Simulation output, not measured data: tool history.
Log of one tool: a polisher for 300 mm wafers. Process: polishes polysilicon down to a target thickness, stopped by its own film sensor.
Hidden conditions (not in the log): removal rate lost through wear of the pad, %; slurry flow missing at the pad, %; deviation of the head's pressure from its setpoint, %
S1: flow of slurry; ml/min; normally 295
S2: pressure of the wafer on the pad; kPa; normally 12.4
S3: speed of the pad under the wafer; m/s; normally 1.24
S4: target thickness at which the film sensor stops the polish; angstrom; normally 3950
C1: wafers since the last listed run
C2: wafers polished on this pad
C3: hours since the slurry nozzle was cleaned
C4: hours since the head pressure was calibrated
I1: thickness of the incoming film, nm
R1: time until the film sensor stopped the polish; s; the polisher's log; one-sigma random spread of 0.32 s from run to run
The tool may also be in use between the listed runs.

run 1 hour=0 | S1=260 S2=12.4 S3=1.24 S4=3950 | C1=0 C2=1477 C3=142.2 C4=203.6 | I1=634.6 | R1=37.4
-- hour=14.3 worn pad replaced by a new one
run 2 hour=15.8 | S1=295 S2=12.4 S3=1.56 S4=3950 | C1=153 C2=19 C3=158 C4=219.4 | I1=636.8 | R1=29.6
run 3 hour=30.8 | S1=295 S2=12.4 S3=1.24 S4=3950 | C1=195 C2=215 C3=173 C4=234.4 | I1=649.6 | R1=40
run 4 hour=38.8 | S1=295 S2=12.4 S3=1.24 S4=3950 | C1=104 C2=319 C3=181 C4=242.4 | I1=629.8 | R1=36.9
run 5 hour=54.4 | S1=295 S2=12.4 S3=1.24 S4=3950 | C1=203 C2=522 C3=196.6 C4=258 | I1=639.6 | R1=38.5
run 6 hour=71.7 | S1=295 S2=12.4 S3=1.24 S4=3950 | C1=225 C2=747 C3=213.9 C4=275.3 | I1=643.7 | R1=39.6
run 7 hour=83.5 | S1=295 S2=12.4 S3=1.24 S4=3950 | C1=153 C2=901 C3=225.7 C4=287.1 | I1=631.9 | R1=38.1
run 8 hour=93.1 | S1=295 S2=12.4 S3=1.24 S4=3950 | C1=125 C2=1026 C3=235.3 C4=296.7 | I1=630.4 | R1=37.8
run 9 hour=108.2 | S1=295 S2=12.4 S3=1.24 S4=3950 | C1=196 C2=1223 C3=250.4 C4=311.8 | I1=650.5 | R1=41.6
run 10 hour=117 | S1=295 S2=12.4 S3=1.24 S4=3950 | C1=114 C2=1337 C3=259.2 C4=320.6 | I1=642.5 | R1=40.1
-- hour=122.2 worn pad replaced by a new one
run 11 hour=132.1 | S1=295 S2=12.4 S3=1.24 S4=3950 | C1=144 C2=129 C3=274.3 C4=335.7 | I1=645.6 | R1=41
run 12 hour=139.3 | S1=295 S2=12.4 S3=1.24 S4=3950 | C1=93 C2=222 C3=281.5 C4=342.9 | I1=626.5 | R1=37.7
run 13 hour=152.5 | S1=295 S2=12.4 S3=1.24 S4=3950 | C1=171 C2=394 C3=294.7 C4=356.1 | I1=631.5 | R1=39.1
run 14 hour=158.9 | S1=295 S2=12.4 S3=1.24 S4=3950 | C1=83 C2=478 C3=301.1 C4=362.5 | I1=635.5 | R1=39.4
run 15 hour=168 | S1=295 S2=12.4 S3=1.24 S4=3950 | C1=118 C2=596 C3=310.2 C4=371.6 | I1=640 | R1=41
-- hour=181.7 head pressure recalibrated
run 16 hour=191.7 | S1=295 S2=12.4 S3=1.24 S4=3950 | C1=282 C2=879 C3=333.9 C4=10 | I1=635 | R1=36.7
run 17 hour=206.2 | S1=295 S2=12.4 S3=1.24 S4=3950 | C1=188 C2=1068 C3=348.4 C4=24.5 | I1=632.7 | R1=36.9
run 18 hour=216.4 | S1=295 S2=12.4 S3=1.24 S4=3950 | C1=132 C2=1200 C3=358.6 C4=34.7 | I1=633.6 | R1=37.4
run 19 hour=233.9 | S1=230 S2=12.4 S3=1.24 S4=3950 | C1=227 C2=1428 C3=376.1 C4=52.2 | I1=626.6 | R1=37.5
run 20 hour=240.9 | S1=295 S2=12.4 S3=1.54 S4=3950 | C1=91 C2=1520 C3=383.1 C4=59.2 | I1=637.8 | R1=30.3
-- hour=260 worn pad replaced by a new one
-- hour=267.8 slurry nozzle cleaned
run 21 hour=292.3 | S1=295 S2=12.4 S3=1.24 S4=3950 | C1=604 C2=407 C3=24.5 C4=110.6 | I1=633.9 | R1=35.4
run 22 hour=304.2 | S1=240 S2=13.8 S3=1.24 S4=3950 | C1=154 C2=562 C3=36.4 C4=122.5 | I1=630.1 | R1=32.9
run 23 hour=317 | S1=295 S2=12.4 S3=1.24 S4=3950 | C1=166 C2=728 C3=49.2 C4=135.3 | I1=643.5 | R1=37.5
run 24 hour=324.7 | S1=240 S2=14.5 S3=1.66 S4=3440 | C1=100 C2=829 C3=56.9 C4=143 | I1=647.4 | R1=30.1
run 25 hour=341 | S1=200 S2=12.4 S3=1 S4=3300 | C1=212 C2=1041 C3=73.2 C4=159.3 | I1=635 | R1=59.7
run 26 hour=358 | S1=350 S2=15.2 S3=0.86 S4=3270 | C1=221 C2=1262 C3=90.2 C4=176.3 | I1=635.8 | R1=54.8
-- hour=366.6 worn pad replaced by a new one
run 27 hour=374.9 | S1=295 S2=12.4 S3=1.24 S4=3950 | C1=167 C2=107 C3=107.1 C4=193.2 | I1=636 | R1=37
run 28 hour=391.5 | S1=210 S2=13.8 S3=1.6 S4=4250 | C1=216 C2=323 C3=123.7 C4=209.8 | I1=651.9 | R1=25.6
run 29 hour=406.5 | S1=295 S2=12.4 S3=1.12 S4=3950 | C1=195 C2=519 C3=138.7 C4=224.8 | I1=645.2 | R1=42.8
run 30 hour=412.9 | S1=350 S2=13.8 S3=0.98 S4=3950 | C1=83 C2=602 C3=145.1 C4=231.2 | I1=636.1 | R1=42
run 31 hour=426.9 | S1=295 S2=12.4 S3=1.54 S4=3950 | C1=182 C2=784 C3=159.1 C4=245.2 | I1=645.6 | R1=31.6
run 32 hour=438.5 | S1=295 S2=12.4 S3=1.24 S4=3950 | C1=151 C2=935 C3=170.7 C4=256.8 | I1=647.7 | R1=39.9
run 33 hour=453 | S1=295 S2=15.2 S3=1.4 S4=4770 | C1=188 C2=1124 C3=185.2 C4=271.3 | I1=650.3 | R1=19.8
run 34 hour=468.1 | S1=245 S2=12.4 S3=1.24 S4=3950 | C1=196 C2=1321 C3=200.3 C4=286.4 | I1=639.7 | R1=39.8
run 35 hour=483.3 | S1=295 S2=15.2 S3=0.86 S4=3950 | C1=197 C2=1519 C3=215.5 C4=301.6 | I1=642 | R1=47.1
-- hour=499.6 worn pad replaced by a new one
run 36 hour=500.1 | S1=250 S2=12.4 S3=1.36 S4=3950 | C1=166 C2=5 C3=232.3 C4=318.4 | I1=638.3 | R1=36.5
run 37 hour=512.6 | S1=295 S2=12.4 S3=1.24 S4=3950 | C1=162 C2=168 C3=244.8 C4=330.9 | I1=631.1 | R1=38.1
run 38 hour=521.6 | S1=295 S2=12.4 S3=1.24 S4=3950 | C1=117 C2=285 C3=253.8 C4=339.9 | I1=643.9 | R1=40.9

Hidden state at the last listed run before each entry between runs and at the first one after, where it differs:
In the gap between runs 1 and 2: worn pad replaced by a new one (hour 14.3)
  slurry flow missing at the pad, %: 13.3 -> 14.8; deviation of the head's pressure from its setpoint, %: -2.15 -> -2.53
  measured less the result without the state, R1: +1.3 -> +1.2 s
In the gap between runs 10 and 11: worn pad replaced by a new one (hour 122.2)
  slurry flow missing at the pad, %: 24 -> 25.3; deviation of the head's pressure from its setpoint, %: -5.65 -> -6.22
  measured less the result without the state, R1: +3.3 -> +3.6 s
In the gap between runs 15 and 16: head pressure recalibrated (hour 181.7)
  slurry flow missing at the pad, %: 28.6 -> 30.8; deviation of the head's pressure from its setpoint, %: -7.67 -> 0.475
  measured less the result without the state, R1: +4.4 -> +1.2 s
In the gap between runs 20 and 21: worn pad replaced by a new one (hour 260); slurry nozzle cleaned (hour 267.8)
  slurry flow missing at the pad, %: 35.3 -> 8.02; deviation of the head's pressure from its setpoint, %: 0.281 -> -0.218
  measured less the result without the state, R1: +1.3 -> +0.3 s
In the gap between runs 26 and 27: worn pad replaced by a new one (hour 366.6)
  slurry flow missing at the pad, %: 14 -> 15.5; deviation of the head's pressure from its setpoint, %: -1.3 -> -1.65
  measured less the result without the state, R1: +1.4 -> +1.2 s
In the gap between runs 35 and 36: worn pad replaced by a new one (hour 499.6)
  slurry flow missing at the pad, %: 25.4 -> 26.9; deviation of the head's pressure from its setpoint, %: -4.72 -> -5.31
  measured less the result without the state, R1: +3.5 -> +3.2 s
